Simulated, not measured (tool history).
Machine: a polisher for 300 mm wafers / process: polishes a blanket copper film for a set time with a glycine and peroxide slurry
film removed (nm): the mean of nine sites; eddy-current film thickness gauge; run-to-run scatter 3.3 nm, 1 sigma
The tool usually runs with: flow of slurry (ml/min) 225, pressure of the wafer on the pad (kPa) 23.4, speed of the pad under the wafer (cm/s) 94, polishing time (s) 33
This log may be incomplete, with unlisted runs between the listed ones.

| run | hour | flow of slurry (ml/min) | pressure of the wafer on the pad (kPa) | speed of the pad under the wafer (cm/s) | polishing time (s) | wafers since the last listed run | wafers polished on this pad | hours since the slurry nozzle was cleaned | hours since the head pressure was calibrated | incoming thickness of the incoming film, nm | film removed (nm) |
|---|---|---|---|---|---|---|---|---|---|---|---|
| 1 | 0.0 | 225 | 23.4 | 94 | 33 | 0 | 528 | 178.2 | 285.5 | 1608.6 | 244.5 |
| 2 | 13.4 | 225 | 23.4 | 94 | 33 | 103 | 632 | 191.6 | 298.9 | 1638.6 | 237.9 |
|  | 21.3 | worn pad replaced by a new one |
| 3 | 21.8 | 255 | 23.4 | 94 | 33 | 34 | 4 | 200.0 | 307.3 | 1660.1 | 248.7 |
| 4 | 37.2 | 225 | 23.4 | 94 | 33 | 119 | 123 | 215.4 | 322.7 | 1611.8 | 240.7 |
| 5 | 52.8 | 225 | 23.4 | 94 | 33 | 120 | 243 | 231.0 | 338.3 | 1614.1 | 235.0 |
| 6 | 59.8 | 225 | 23.4 | 94 | 33 | 54 | 297 | 238.0 | 345.3 | 1663.4 | 240.1 |
| 7 | 83.9 | 225 | 23.4 | 94 | 33 | 186 | 483 | 262.1 | 369.4 | 1601.8 | 243.0 |
| 8 | 90.1 | 225 | 23.4 | 94 | 33 | 47 | 531 | 268.3 | 375.6 | 1622.6 | 243.3 |
| 9 | 105.5 | 225 | 23.4 | 94 | 33 | 119 | 650 | 283.7 | 391.0 | 1608.2 | 249.3 |
|  | 112.5 | worn pad replaced by a new one |
| 10 | 116.6 | 225 | 23.4 | 94 | 33 | 54 | 31 | 294.8 | 402.1 | 1644.8 | 246.2 |
| 11 | 131.8 | 225 | 23.4 | 94 | 33 | 117 | 149 | 310.0 | 417.3 | 1641.4 | 243.3 |
| 12 | 149.4 | 225 | 23.4 | 94 | 33 | 136 | 285 | 327.6 | 434.9 | 1647.4 | 240.6 |
| 13 | 164.4 | 225 | 23.4 | 94 | 33 | 115 | 401 | 342.6 | 449.9 | 1632.9 | 247.8 |
| 14 | 181.7 | 225 | 23.4 | 94 | 33 | 133 | 534 | 359.9 | 467.2 | 1633.0 | 240.1 |
| 15 | 198.2 | 225 | 23.4 | 94 | 33 | 127 | 662 | 376.4 | 483.7 | 1641.8 | 240.6 |
|  | 202.3 | head pressure recalibrated |
| 16 | 208.6 | 225 | 23.4 | 94 | 33 | 64 | 727 | 386.8 | 6.3 | 1639.2 | 244.0 |

Run 17, settings as shown, results not yet in. Your forecast:
|  | 220.2 | slurry nozzle cleaned |
|  | 224.0 | worn pad replaced by a new one |
| 17 | 224.5 | 225 | 30.3 | 94 | 33 | 85 | 3 | 4.3 | 22.2 | 1641.0 | ? |

For run 17 the tool returned film removed (nm) 282.9.
Had the tool carried no hidden state, the very same run would have given film removed (nm) 282.9.

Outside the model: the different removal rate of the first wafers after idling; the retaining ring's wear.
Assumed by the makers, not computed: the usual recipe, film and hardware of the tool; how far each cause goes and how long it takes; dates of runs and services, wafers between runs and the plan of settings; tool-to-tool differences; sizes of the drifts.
